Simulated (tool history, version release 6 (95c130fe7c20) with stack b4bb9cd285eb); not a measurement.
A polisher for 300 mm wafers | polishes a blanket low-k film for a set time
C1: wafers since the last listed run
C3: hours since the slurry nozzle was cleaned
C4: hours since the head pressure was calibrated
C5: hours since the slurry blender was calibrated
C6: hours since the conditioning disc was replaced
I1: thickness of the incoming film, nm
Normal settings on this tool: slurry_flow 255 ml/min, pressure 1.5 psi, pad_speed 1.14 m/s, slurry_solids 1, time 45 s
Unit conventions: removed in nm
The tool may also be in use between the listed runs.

Run 1, hour 0: usual settings; C1 0; wafers polished on this pad 3675; C3 325.2; C4 532.1; C5 30.1; C6 110.9; I1 534. Result: removed 14.1 nm.
At hour 22.6: worn pad replaced by a new one.
Run 2, hour 35.8: usual settings; C1 255; wafers polished on this pad 106; C3 361; C4 567.9; C5 65.9; C6 146.7; I1 522.1. Result: removed 14.1 nm.
Run 3, hour 84.4: usual settings; C1 390; wafers polished on this pad 497; C3 409.6; C4 616.5; C5 114.5; C6 195.3; I1 526.1. Result: removed 13.5 nm.
At hour 110.8: head pressure recalibrated.
Run 4, hour 141.3: usual settings but slurry_solids 1.3; C1 441; wafers polished on this pad 938; C3 466.5; C4 30.5; C5 171.4; C6 252.2; I1 526.2. Result: removed 15.3 nm.
At hour 186.2: slurry nozzle cleaned.
Run 5, hour 201.1: usual settings; C1 472; wafers polished on this pad 1411; C3 14.9; C4 90.3; C5 231.2; C6 312; I1 523.6. Result: removed 13.3 nm.
Run 6, hour 264.3: usual settings; C1 508; wafers polished on this pad 1920; C3 78.1; C4 153.5; C5 294.4; C6 375.2; I1 530.3. Result: removed 13.5 nm.
Run 7, hour 295.7: usual settings but time 39 s; C1 252; wafers polished on this pad 2172; C3 109.5; C4 184.9; C5 325.8; C6 406.6; I1 533. Result: removed 11.7 nm.
Run 8, hour 354: usual settings but pad_speed 0.82 m/s; C1 468; wafers polished on this pad 2641; C3 167.8; C4 243.2; C5 384.1; C6 464.9; I1 537.4. Result: removed 10.6 nm.
At hour 382.6: conditioning disc replaced and pad reconditioned.
Run 9, hour 398.5: usual settings but pressure 1.9 psi, pad_speed 0.96 m/s; C1 341; wafers polished on this pad 2983; C3 212.3; C4 287.7; C5 428.6; C6 15.9; I1 532.2. Result: removed 16 nm.
At hour 404.7: slurry blender recalibrated.
Run 10, hour 439.3: usual settings but pad_speed 0.92 m/s, time 52 s; C1 312; wafers polished on this pad 3295; C3 253.1; C4 328.5; C5 34.6; C6 56.7; I1 536.3. Result: removed 13.7 nm.
Run 11, hour 471.6: usual settings; C1 259; wafers polished on this pad 3555; C3 285.4; C4 360.8; C5 66.9; C6 89; I1 525.9. Result: removed 14 nm.
Run 12, hour 508.2: usual settings; C1 294; wafers polished on this pad 3849; C3 322; C4 397.4; C5 103.5; C6 125.6; I1 529.7. Result: removed 13.6 nm.

For run 13, what comes out?
At hour 545.5: worn pad replaced by a new one.
Run 13, hour 559.2: usual settings but slurry_flow 210 ml/min, pad_speed 1.32 m/s, time 58 s; C1 378; wafers polished on this pad 110; C3 373; C4 448.4; C5 154.5; C6 176.6; I1 535.5. Result: removed ?.

Run 13 came out at removed 19.1 nm.
Minus the tool's unlogged condition, the same run would have read removed 21.1 nm.
